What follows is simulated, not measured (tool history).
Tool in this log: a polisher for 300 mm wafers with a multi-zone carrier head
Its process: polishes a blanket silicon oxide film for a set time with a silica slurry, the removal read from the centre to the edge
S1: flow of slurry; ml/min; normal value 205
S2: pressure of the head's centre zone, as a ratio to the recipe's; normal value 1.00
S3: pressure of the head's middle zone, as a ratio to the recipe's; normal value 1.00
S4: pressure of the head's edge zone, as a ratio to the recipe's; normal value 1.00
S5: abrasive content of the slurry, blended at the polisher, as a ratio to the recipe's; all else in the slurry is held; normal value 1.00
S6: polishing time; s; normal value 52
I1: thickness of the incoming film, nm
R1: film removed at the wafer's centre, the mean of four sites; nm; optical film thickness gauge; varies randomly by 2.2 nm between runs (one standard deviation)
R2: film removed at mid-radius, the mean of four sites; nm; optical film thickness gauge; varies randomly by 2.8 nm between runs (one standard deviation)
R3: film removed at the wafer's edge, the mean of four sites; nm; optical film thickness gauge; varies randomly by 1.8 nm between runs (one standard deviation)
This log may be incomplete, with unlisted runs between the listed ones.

| run | hour | S1 | S2 | S3 | S4 | S5 | S6 | I1 | R1 | R2 | R3 |
|---|---|---|---|---|---|---|---|---|---|---|---|
| 1 | 0.0 | 235 | 1.00 | 1.00 | 1.00 | 1.00 | 52 | 1703.5 | 192.3 | 191.3 | 192.3 |
| 2 | 66.5 | 205 | 0.90 | 1.00 | 1.00 | 1.30 | 52 | 1735.6 | 205.0 | 220.1 | 221.4 |
|  | 89.5 | carrier head's membrane replaced by a new one |
| 3 | 123.9 | 205 | 1.00 | 1.00 | 1.06 | 1.00 | 52 | 1696.6 | 189.0 | 188.5 | 192.7 |
| 4 | 173.8 | 265 | 1.08 | 1.00 | 0.94 | 1.00 | 52 | 1721.1 | 202.7 | 196.3 | 188.9 |
|  | 180.6 | worn pad replaced by a new one |
| 5 | 229.9 | 205 | 1.00 | 1.00 | 1.00 | 1.00 | 52 | 1737.1 | 191.2 | 185.5 | 191.6 |
| 6 | 256.4 | 145 | 1.00 | 1.00 | 1.06 | 0.90 | 52 | 1710.8 | 170.1 | 170.0 | 176.3 |
| 7 | 282.5 | 150 | 1.00 | 1.00 | 1.11 | 0.75 | 65 | 1712.4 | 183.3 | 188.3 | 196.4 |
| 8 | 320.2 | 145 | 1.11 | 1.11 | 1.00 | 1.00 | 52 | 1715.9 | 186.4 | 199.1 | 180.2 |
| 9 | 370.5 | 205 | 1.00 | 1.03 | 1.00 | 1.00 | 39 | 1716.5 | 141.2 | 145.4 | 143.3 |
| 10 | 406.5 | 240 | 1.00 | 1.00 | 1.00 | 0.90 | 52 | 1749.1 | 178.9 | 184.1 | 181.3 |
| 11 | 473.1 | 205 | 1.00 | 1.07 | 1.09 | 1.00 | 44 | 1725.6 | 155.0 | 168.8 | 168.1 |
| 12 | 521.7 | 165 | 0.93 | 1.00 | 1.00 | 1.00 | 42 | 1727.8 | 142.1 | 147.3 | 148.9 |
|  | 531.0 | edge zone pressure recalibrated |
| 13 | 559.7 | 250 | 1.00 | 1.00 | 1.11 | 1.00 | 52 | 1732.0 | 194.2 | 195.6 | 204.3 |
|  | 582.8 | carrier head's membrane replaced by a new one |
|  | 587.4 | slurry nozzle cleaned |
| 14 | 616.7 | 205 | 0.96 | 1.00 | 1.12 | 1.00 | 52 | 1719.7 | 181.9 | 190.2 | 199.6 |
| 15 | 646.4 | 135 | 1.00 | 1.00 | 1.00 | 1.00 | 52 | 1735.6 | 176.1 | 178.0 | 180.7 |
|  | 663.1 | worn pad replaced by a new one |
|  | 693.7 | centre zone pressure recalibrated |
| 16 | 697.1 | 205 | 1.00 | 1.00 | 0.91 | 1.00 | 52 | 1700.6 | 182.9 | 189.8 | 181.5 |
| 17 | 755.2 | 205 | 1.00 | 1.00 | 1.00 | 1.00 | 52 | 1703.5 | 188.1 | 186.6 | 189.0 |
| 18 | 797.3 | 155 | 1.11 | 1.00 | 0.95 | 1.20 | 52 | 1731.0 | 214.1 | 204.5 | 201.4 |
| 19 | 850.4 | 230 | 0.89 | 1.00 | 1.09 | 1.10 | 52 | 1745.1 | 188.4 | 203.9 | 216.3 |
| 20 | 921.7 | 205 | 1.00 | 1.00 | 1.00 | 1.00 | 52 | 1715.9 | 187.8 | 183.6 | 191.5 |

Here are 5 independent what-if runs from the current tool condition. What would each one return?
| A | 922.1 | 205 | 1.00 | 1.00 | 1.00 | 1.00 | 52 | 1706.0 | ? | ? | ? |
| B | 922.1 | 205 | 1.09 | 1.00 | 1.00 | 1.10 | 52 | 1706.0 | ? | ? | ? |
| C | 922.1 | 150 | 1.00 | 1.00 | 0.93 | 1.00 | 52 | 1706.0 | ? | ? | ? |
| D | 922.1 | 205 | 1.00 | 1.00 | 1.08 | 1.00 | 52 | 1706.0 | ? | ? | ? |
| E | 922.1 | 235 | 1.05 | 0.89 | 0.89 | 1.00 | 52 | 1706.0 | ? | ? | ? |

| run | R1 | R2 | R3 |
|---|---|---|---|
| A | 189.6 | 192.2 | 192.2 |
| B | 211.0 | 203.2 | 203.3 |
| C | 180.3 | 183.8 | 179.7 |
| D | 189.6 | 192.1 | 199.6 |
| E | 198.6 | 177.2 | 184.5 |
Stripped of hidden state, with their random variation kept, the same runs would have yielded:
| run | R1 | R2 | R3 |
|---|---|---|---|
| A | 189.6 | 192.2 | 192.2 |
| B | 211.0 | 203.2 | 203.3 |
| C | 180.3 | 183.8 | 179.7 |
| D | 189.6 | 192.1 | 199.6 |
| E | 198.6 | 177.2 | 184.5 |

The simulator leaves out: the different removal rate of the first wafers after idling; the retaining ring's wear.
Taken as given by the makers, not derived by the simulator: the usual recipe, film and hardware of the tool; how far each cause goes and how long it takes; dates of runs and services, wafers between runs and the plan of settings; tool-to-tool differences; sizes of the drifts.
